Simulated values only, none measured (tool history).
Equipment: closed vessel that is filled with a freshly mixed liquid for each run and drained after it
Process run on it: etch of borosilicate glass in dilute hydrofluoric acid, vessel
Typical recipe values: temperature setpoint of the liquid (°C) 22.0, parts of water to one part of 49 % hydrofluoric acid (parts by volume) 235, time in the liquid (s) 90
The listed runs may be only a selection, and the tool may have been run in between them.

run	day	temperature setpoint of the liquid (°C)	parts of water to one part of 49 % hydrofluoric acid (parts by volume)	time in the liquid (s)	wafers since the last listed run	hours since the thermometer was replaced	hours since the hydrofluoric acid flow meter was replaced	hours since the gauge calibration	read-back film thickness of the borosilicate glass reference wafer, read on the same gauge (nm)	thickness taken off the borosilicate glass on a monitor wafer (angstrom)
1	0.000	22.0	235	50	0	249.6	1674.4	395.0	50.00	80.4
2	4.500	22.0	235	50	11262	357.6	1782.4	503.0	50.01	80.9
3	6.354	22.0	235	50	4640	402.1	1826.9	547.5	50.01	81.2
4	8.983	22.0	235	90	6580	465.2	1890.0	610.6	49.99	146.0
5	12.058	22.0	235	90	7695	539.0	1963.8	684.4	50.01	147.2
6	15.300	22.0	235	90	8113	616.8	2041.6	762.2	50.01	147.6
7	18.679	22.0	235	90	8457	697.9	2122.7	843.3	50.00	148.2
8	21.733	22.0	235	90	7643	771.2	2196.0	916.6	50.00	151.3
9	29.183	22.0	235	90	18645	950.0	2374.8	1095.4	50.00	149.4
10	31.254	22.0	235	90	5182	999.7	2424.5	1145.1	50.00	152.4
# day 31.583: gauge calibrated
# day 34.242: hydrofluoric acid flow meter replaced
11	35.567	19.0	270	90	10688	1103.2	31.8	95.6	50.00	115.6
12	37.783	25.5	190	125	5547	1156.4	85.0	148.8	50.00	315.5
# day 38.262: thermometer replaced
13	41.775	18.0	175	60	9885	84.3	180.8	244.6	49.99	115.4
14	44.350	22.0	235	90	6444	146.1	242.6	306.4	50.03	143.6
15	46.842	19.0	300	60	6236	205.9	302.4	366.2	50.02	63.0
16	51.246	19.0	310	70	11022	311.6	408.1	471.9	50.01	71.8
17	54.283	22.0	235	90	7602	384.5	481.0	544.8	49.99	144.0
18	55.942	22.0	235	90	4150	424.3	520.8	584.6	50.01	144.1
19	58.008	19.0	235	125	5172	473.9	570.4	634.2	50.00	180.4
20	61.783	18.5	325	70	9447	564.5	661.0	724.8	50.00	66.6
21	65.842	22.0	235	90	10157	661.9	758.4	822.2	50.02	147.9
22	70.175	22.0	165	90	10845	765.9	862.4	926.2	50.00	228.4
23	71.696	25.5	235	55	3806	802.4	898.9	962.7	50.01	104.0

Forecast each of these 3 alternatives for the next run:
A	71.725	22.0	235	90	72	803.1	899.6	963.4	?	?
B	71.725	27.0	235	50	72	803.1	899.6	963.4	?	?
C	71.725	22.0	320	90	72	803.1	899.6	963.4	?	?

run	read-back film thickness of the borosilicate glass reference wafer, read on the same gauge (nm)	thickness taken off the borosilicate glass on a monitor wafer (angstrom)
A	50.00	146.7
B	50.00	97.2
C	50.00	99.0
Take away the tool's hidden state, keep each run's random variation, and the runs would have read:
run	thickness taken off the borosilicate glass on a monitor wafer (angstrom)
A	138.0
B	91.8
C	93.5

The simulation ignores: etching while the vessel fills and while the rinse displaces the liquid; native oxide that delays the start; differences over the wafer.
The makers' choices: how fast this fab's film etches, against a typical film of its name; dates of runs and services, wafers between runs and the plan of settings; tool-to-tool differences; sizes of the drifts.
